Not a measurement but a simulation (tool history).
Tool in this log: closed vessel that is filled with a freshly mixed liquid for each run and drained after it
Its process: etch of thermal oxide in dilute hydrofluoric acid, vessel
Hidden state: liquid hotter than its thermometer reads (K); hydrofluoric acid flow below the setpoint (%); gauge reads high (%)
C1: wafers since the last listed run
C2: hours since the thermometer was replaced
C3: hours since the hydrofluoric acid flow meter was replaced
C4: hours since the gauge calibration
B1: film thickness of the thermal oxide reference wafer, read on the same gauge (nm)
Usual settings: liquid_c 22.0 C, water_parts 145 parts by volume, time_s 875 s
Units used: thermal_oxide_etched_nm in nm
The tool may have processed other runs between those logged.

Run 1, hour 0.0: usual settings but liquid_c 24.0 C; C1 0; C2 841.1; C3 1939.5; C4 274.1; B1 150.00. Result: thermal_oxide_etched_nm 26.81 nm.
At hour 3.8: gauge calibrated.
Run 2, hour 19.0: usual settings but liquid_c 24.0 C; C1 1471; C2 860.1; C3 1958.5; C4 15.2; B1 150.02. Result: thermal_oxide_etched_nm 26.79 nm.
Run 3, hour 48.6: usual settings; C1 2291; C2 889.7; C3 1988.1; C4 44.8; B1 149.98. Result: thermal_oxide_etched_nm 24.91 nm.
Run 4, hour 71.7: usual settings; C1 1788; C2 912.8; C3 2011.2; C4 67.9; B1 150.00. Result: thermal_oxide_etched_nm 24.81 nm.
Run 5, hour 104.7: usual settings; C1 2555; C2 945.8; C3 2044.2; C4 100.9; B1 150.05. Result: thermal_oxide_etched_nm 24.88 nm.
Run 6, hour 121.8: usual settings; C1 1324; C2 962.9; C3 2061.3; C4 118.0; B1 150.01. Result: thermal_oxide_etched_nm 24.92 nm.
Run 7, hour 144.2: usual settings; C1 1734; C2 985.3; C3 2083.7; C4 140.4; B1 149.99. Result: thermal_oxide_etched_nm 24.90 nm.
Run 8, hour 158.6: usual settings but liquid_c 19.5 C, time_s 1215 s; C1 1114; C2 999.7; C3 2098.1; C4 154.8; B1 149.97. Result: thermal_oxide_etched_nm 31.37 nm.
Run 9, hour 176.4: usual settings; C1 1378; C2 1017.5; C3 2115.9; C4 172.6; B1 149.99. Result: thermal_oxide_etched_nm 24.94 nm.
Run 10, hour 207.8: usual settings; C1 2431; C2 1048.9; C3 2147.3; C4 204.0; B1 149.99. Result: thermal_oxide_etched_nm 24.86 nm.

Predict the results of run 11:
At hour 209.6: hydrofluoric acid flow meter replaced.
Run 11, hour 225.1: usual settings but liquid_c 26.5 C, water_parts 85 parts by volume, time_s 575 s; C1 1262; C2 1066.2; C3 15.5; C4 221.3; B1 ?. Result: thermal_oxide_etched_nm ?.

{"run 11": {"B1": 149.98, "thermal_oxide_etched_nm": 41.81}}
If the tool had no hidden condition, the same run with the same run-to-run variation would have returned thermal_oxide_etched_nm 38.50 nm.
